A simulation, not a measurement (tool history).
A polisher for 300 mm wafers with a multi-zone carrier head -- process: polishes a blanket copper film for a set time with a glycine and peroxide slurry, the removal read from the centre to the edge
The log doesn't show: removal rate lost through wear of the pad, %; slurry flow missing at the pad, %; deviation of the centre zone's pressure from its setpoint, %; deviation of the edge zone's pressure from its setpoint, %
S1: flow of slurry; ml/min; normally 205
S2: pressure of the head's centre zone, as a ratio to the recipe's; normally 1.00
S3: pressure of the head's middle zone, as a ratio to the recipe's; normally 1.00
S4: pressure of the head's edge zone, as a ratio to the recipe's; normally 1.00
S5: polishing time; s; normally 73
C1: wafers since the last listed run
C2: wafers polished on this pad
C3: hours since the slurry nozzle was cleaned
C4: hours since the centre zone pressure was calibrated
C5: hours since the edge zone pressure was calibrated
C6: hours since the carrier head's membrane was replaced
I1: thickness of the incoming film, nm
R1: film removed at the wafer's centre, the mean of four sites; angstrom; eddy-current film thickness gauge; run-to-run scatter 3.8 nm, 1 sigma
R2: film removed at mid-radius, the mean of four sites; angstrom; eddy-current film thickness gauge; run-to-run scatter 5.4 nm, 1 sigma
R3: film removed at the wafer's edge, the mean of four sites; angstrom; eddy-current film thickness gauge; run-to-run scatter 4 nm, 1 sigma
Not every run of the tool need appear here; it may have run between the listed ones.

run   hour   S1    S2    S3    S4  S5   C1    C2     C3     C4     C5     C6      I1    R1    R2    R3
  1    0.0  205  1.00  1.05  1.00  56    0   879  462.9   57.5  291.8  843.2  1688.1  3069  3090  2960
  2   29.9  205  1.00  1.00  1.00  73  267  1147  492.8   87.4  321.7  873.1  1672.5  4087  3862  3797
      46.2  -- worn pad replaced by a new one
  3   56.0  205  1.00  1.00  1.00  73  197    87  518.9  113.5  347.8  899.2  1688.9  4024  3813  3897
      77.6  -- carrier head's membrane replaced by a new one
  4   90.4  205  1.00  1.00  1.00  73  263   350  553.3  147.9  382.2   12.8  1655.1  4106  3861  3826
  5  105.0  205  1.00  1.00  1.00  73  130   481  567.9  162.5  396.8   27.4  1706.9  4157  3842  3880
  6  126.5  255  1.00  1.00  1.00  73  192   673  589.4  184.0  418.3   48.9  1709.9  4225  3967  3985
  7  146.8  205  0.92  1.00  1.00  73  181   855  609.7  204.3  438.6   69.2  1695.5  3838  3993  3785
  8  168.9  260  0.89  0.94  0.93  73  197  1052  631.8  226.4  460.7   91.3  1677.1  3824  3823  3876
     180.8  -- slurry nozzle cleaned
     200.6  -- worn pad replaced by a new one
  9  204.2  205  0.96  1.00  1.00  81  271    32   23.4  261.7  496.0  126.6  1662.2  4413  4417  4240
 10  218.6  205  0.92  1.00  1.00  92  128   161   37.8  276.1  510.4  141.0  1683.3  4816  4858  4850
 11  250.4  205  1.00  1.00  1.00  73  284   445   69.6  307.9  542.2  172.8  1697.6  4259  3832  3803
 12  264.5  205  0.96  1.00  1.00  81  126   572   83.7  322.0  556.3  186.9  1695.3  4520  4360  4261
     279.5  -- edge zone pressure recalibrated
     298.2  -- centre zone pressure recalibrated
 13  299.9  205  1.09  1.00  1.00  73  280   852  119.1    1.7   20.4  222.3  1685.5  4266  3873  3852
 14  370.6  275  1.00  1.09  0.91  73  632  1485  189.8   72.4   91.1  293.0  1702.0  4209  4355  3840
     378.0  -- worn pad replaced by a new one
 15  398.0  205  1.07  1.00  0.93  73  209   179  217.2   99.8  118.5  320.4  1708.2  4246  3756  3723
 16  434.0  205  1.00  0.89  1.00  73  322   501  253.2  135.8  154.5  356.4  1719.4  4102  3487  3876
 17  457.7  205  1.00  1.00  1.00  73  212   713  276.9  159.5  178.2  380.1  1682.6  4014  3879  3833
 18  482.5  205  1.06  0.89  0.93  73  221   935  301.7  184.3  203.0  404.9  1680.1  4380  3644  3791
 19  507.0  205  1.00  1.00  1.10  73  219  1154  326.2  208.8  227.5  429.4  1703.0  4163  3967  3954
 20  537.7  265  1.00  0.92  1.00  73  274  1429  356.9  239.5  258.2  460.1  1707.8  4296  3746  4014
     555.1  -- worn pad replaced by a new one
 21  560.0  205  1.00  0.90  1.00  73  163    43  379.2  261.8  280.5  482.4  1678.8  4115  3453  3862
 22  579.4  255  1.00  1.00  1.05  73  173   217  398.6  281.2  299.9  501.8  1686.4  4286  3969  4027

Consider 4 possible next runs. They are alternatives, not a sequence: every one starts from the tool as it was left by run 22. What does each give?
  A  579.8  205  1.00  1.00  1.00  73   3  220  399.0  281.6  300.3  502.2  1710.3   ?   ?   ?
  B  579.8  205  1.10  1.00  1.00  73   3  220  399.0  281.6  300.3  502.2  1710.3   ?   ?   ?
  C  579.8  160  0.91  0.96  1.04  73   3  220  399.0  281.6  300.3  502.2  1710.3   ?   ?   ?
  D  579.8  205  0.94  1.00  0.94  89   3  220  399.0  281.6  300.3  502.2  1710.3   ?   ?   ?

run    R1    R2    R3
  A  4192  3857  3847
  B  4613  3854  3847
  C  3675  3608  3801
  D  4803  4704  4610
Without the tool's unlogged condition, the same runs would have read:
run    R1    R2    R3
  A  3997  3857  3847
  B  4400  3855  3847
  C  3503  3609  3801
  D  4579  4705  4610
